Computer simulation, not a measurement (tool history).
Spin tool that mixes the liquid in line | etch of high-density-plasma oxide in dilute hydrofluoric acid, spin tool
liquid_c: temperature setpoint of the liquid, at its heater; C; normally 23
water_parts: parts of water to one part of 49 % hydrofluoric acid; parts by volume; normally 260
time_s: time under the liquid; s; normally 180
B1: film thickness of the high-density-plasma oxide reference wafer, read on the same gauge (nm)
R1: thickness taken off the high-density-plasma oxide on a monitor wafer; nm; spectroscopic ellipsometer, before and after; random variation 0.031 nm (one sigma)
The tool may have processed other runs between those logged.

run 1 hour=0 | liquid_c=23 water_parts=260 time_s=225 | B1=140.03 | R1=5.64
run 2 hour=13.1 | liquid_c=23 water_parts=260 time_s=225 | B1=140.01 | R1=5.62
run 3 hour=30.4 | liquid_c=23 water_parts=260 time_s=180 | B1=139.96 | R1=4.51
run 4 hour=41.7 | liquid_c=23 water_parts=260 time_s=180 | B1=140.03 | R1=4.53
run 5 hour=53.6 | liquid_c=21.5 water_parts=260 time_s=180 | B1=140.02 | R1=4.22
run 6 hour=60.2 | liquid_c=23 water_parts=260 time_s=180 | B1=140.01 | R1=4.49
run 7 hour=72.3 | liquid_c=23 water_parts=290 time_s=180 | B1=140.01 | R1=3.89
run 8 hour=78.4 | liquid_c=23 water_parts=260 time_s=180 | B1=140 | R1=4.51
run 9 hour=87 | liquid_c=23 water_parts=260 time_s=180 | B1=140 | R1=4.5
run 10 hour=99 | liquid_c=23 water_parts=260 time_s=180 | B1=139.97 | R1=4.51
run 11 hour=137.9 | liquid_c=23 water_parts=260 time_s=180 | B1=139.98 | R1=4.45
run 12 hour=145.8 | liquid_c=23 water_parts=260 time_s=180 | B1=139.97 | R1=4.51
run 13 hour=162.3 | liquid_c=23 water_parts=260 time_s=180 | B1=140.03 | R1=4.54
-- hour=169.4 thermometer replaced
run 14 hour=179.8 | liquid_c=23 water_parts=260 time_s=180 | B1=140.04 | R1=4.29
-- hour=200 gauge calibrated
run 15 hour=215.2 | liquid_c=19 water_parts=220 time_s=100 | B1=139.97 | R1=2.47
run 16 hour=232 | liquid_c=23 water_parts=215 time_s=120 | B1=140.01 | R1=3.55
run 17 hour=244.1 | liquid_c=23 water_parts=260 time_s=180 | B1=140.01 | R1=4.25
run 18 hour=252.5 | liquid_c=23 water_parts=260 time_s=180 | B1=139.99 | R1=4.25
run 19 hour=263.6 | liquid_c=27.5 water_parts=345 time_s=225 | B1=139.98 | R1=4.4
run 20 hour=272.9 | liquid_c=19 water_parts=215 time_s=180 | B1=139.98 | R1=4.57
run 21 hour=286.2 | liquid_c=23 water_parts=165 time_s=145 | B1=139.95 | R1=5.94
-- hour=292.4 thermometer replaced, repeated, since the last time left the tool worse
-- hour=321.9 hydrofluoric acid flow meter replaced
run 22 hour=336.8 | liquid_c=23 water_parts=260 time_s=255 | B1=140.06 | R1=6.86
run 23 hour=346.2 | liquid_c=23 water_parts=260 time_s=240 | B1=140.03 | R1=6.38
run 24 hour=358.8 | liquid_c=23 water_parts=260 time_s=180 | B1=140.03 | R1=4.79
run 25 hour=374.9 | liquid_c=23 water_parts=145 time_s=180 | B1=140 | R1=9.72
run 26 hour=383.5 | liquid_c=24.5 water_parts=365 time_s=230 | B1=139.97 | R1=4.13
run 27 hour=389.9 | liquid_c=26.5 water_parts=130 time_s=120 | B1=140.03 | R1=8.43
run 28 hour=407.6 | liquid_c=19 water_parts=260 time_s=180 | B1=140.01 | R1=4.12
run 29 hour=419.9 | liquid_c=25 water_parts=260 time_s=180 | B1=140 | R1=5.09
run 30 hour=428.6 | liquid_c=23 water_parts=260 time_s=180 | B1=140 | R1=4.77
run 31 hour=440.7 | liquid_c=21.5 water_parts=260 time_s=120 | B1=139.96 | R1=3.02
run 32 hour=448 | liquid_c=25 water_parts=330 time_s=235 | B1=140.01 | R1=4.84
run 33 hour=455.3 | liquid_c=23 water_parts=260 time_s=225 | B1=140 | R1=5.9

Exercise: give the hidden state of the tool at every run:
hydrofluoric acid flow above the setpoint (%): 0 at every run
gauge reads high (%): 0 at every run
H1: liquid colder than its thermometer reads (K)
run=1 H1=1.8
run=2 H1=1.81
run=3 H1=1.83
run=4 H1=1.84
run=5 H1=1.85
run=6 H1=1.85
run=7 H1=1.87
run=8 H1=1.87
run=9 H1=1.88
run=10 H1=1.89
run=11 H1=1.93
run=12 H1=1.94
run=13 H1=1.95
run=14 H1=3.14
run=15 H1=3.18
run=16 H1=3.19
run=17 H1=3.2
run=18 H1=3.21
run=19 H1=3.22
run=20 H1=3.23
run=21 H1=3.24
run=22 H1=0.261
run=23 H1=0.27
run=24 H1=0.282
run=25 H1=0.298
run=26 H1=0.306
run=27 H1=0.312
run=28 H1=0.329
run=29 H1=0.341
run=30 H1=0.349
run=31 H1=0.361
run=32 H1=0.368
run=33 H1=0.375
